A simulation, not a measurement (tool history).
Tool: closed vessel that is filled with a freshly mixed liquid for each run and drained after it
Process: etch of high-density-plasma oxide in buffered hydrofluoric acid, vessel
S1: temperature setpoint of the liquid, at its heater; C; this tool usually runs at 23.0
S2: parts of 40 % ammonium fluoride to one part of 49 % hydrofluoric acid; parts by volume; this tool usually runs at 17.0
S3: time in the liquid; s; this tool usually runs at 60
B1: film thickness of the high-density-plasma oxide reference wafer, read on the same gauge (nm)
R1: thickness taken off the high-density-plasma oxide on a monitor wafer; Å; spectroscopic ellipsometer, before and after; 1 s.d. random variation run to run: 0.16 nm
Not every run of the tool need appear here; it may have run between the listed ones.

run,hour,S1,S2,S3,B1,R1
1,0.0,23.0,17.0,80,149.98,536.4
2,83.5,23.0,17.0,60,150.03,402.9
3,135.8,23.0,17.0,60,150.03,402.8
4,188.6,23.0,17.0,60,149.96,399.5
5,264.4,23.0,17.0,60,149.98,401.5
6,353.0,23.0,17.0,60,149.95,403.0
7,417.5,23.0,17.0,60,149.98,401.6
8,461.5,23.0,17.0,60,149.98,401.2
9,659.1,20.5,11.5,60,150.00,516.3
# hour 708.1: thermometer replaced
10,724.5,20.5,11.5,60,150.00,522.7
# hour 725.5: gauge calibrated
11,771.9,23.0,17.0,60,149.98,411.3
12,831.1,23.0,17.0,60,150.00,408.3
13,908.2,23.0,17.0,60,150.00,406.4
14,948.2,23.0,20.0,60,150.01,346.7
15,1016.2,23.0,20.0,60,150.00,350.6
16,1124.2,18.5,17.0,85,150.03,450.2
17,1209.0,21.0,14.5,90,150.01,639.7
18,1297.7,20.5,11.5,60,149.98,519.8
19,1365.7,23.0,11.0,90,149.93,933.2
20,1431.5,23.0,17.0,70,150.02,478.1
21,1473.8,19.5,17.0,70,149.99,391.8
22,1576.1,23.0,17.0,60,150.04,403.3
# hour 1628.3: hydrofluoric acid flow meter replaced
23,1658.8,23.0,17.0,30,150.01,202.4
24,1712.3,23.0,17.0,60,149.99,404.9
25,1788.0,20.5,17.0,70,149.99,411.8
26,1890.8,19.5,21.5,90,150.03,404.8
27,2111.9,21.0,21.5,85,150.00,419.5
28,2217.1,23.0,17.0,60,149.96,404.8
29,2274.3,27.5,17.0,60,149.98,517.6
30,2344.5,23.0,17.0,95,149.98,638.2
31,2419.6,26.0,19.5,35,150.05,241.4
32,2463.7,23.0,17.0,60,149.97,405.0

Below are 3 alternative next runs, each starting from the tool's condition after run 32. Predict each:
A,2464.4,27.0,17.0,60,?,?
B,2464.4,24.5,17.0,60,?,?
C,2464.4,21.0,24.0,50,?,?

run,B1,R1
A,150.00,501.1
B,150.00,437.6
C,150.00,225.8
Take away the tool's hidden state, keep each run's random variation, and the runs would have read:
run,R1
A,509.7
B,445.3
C,229.8
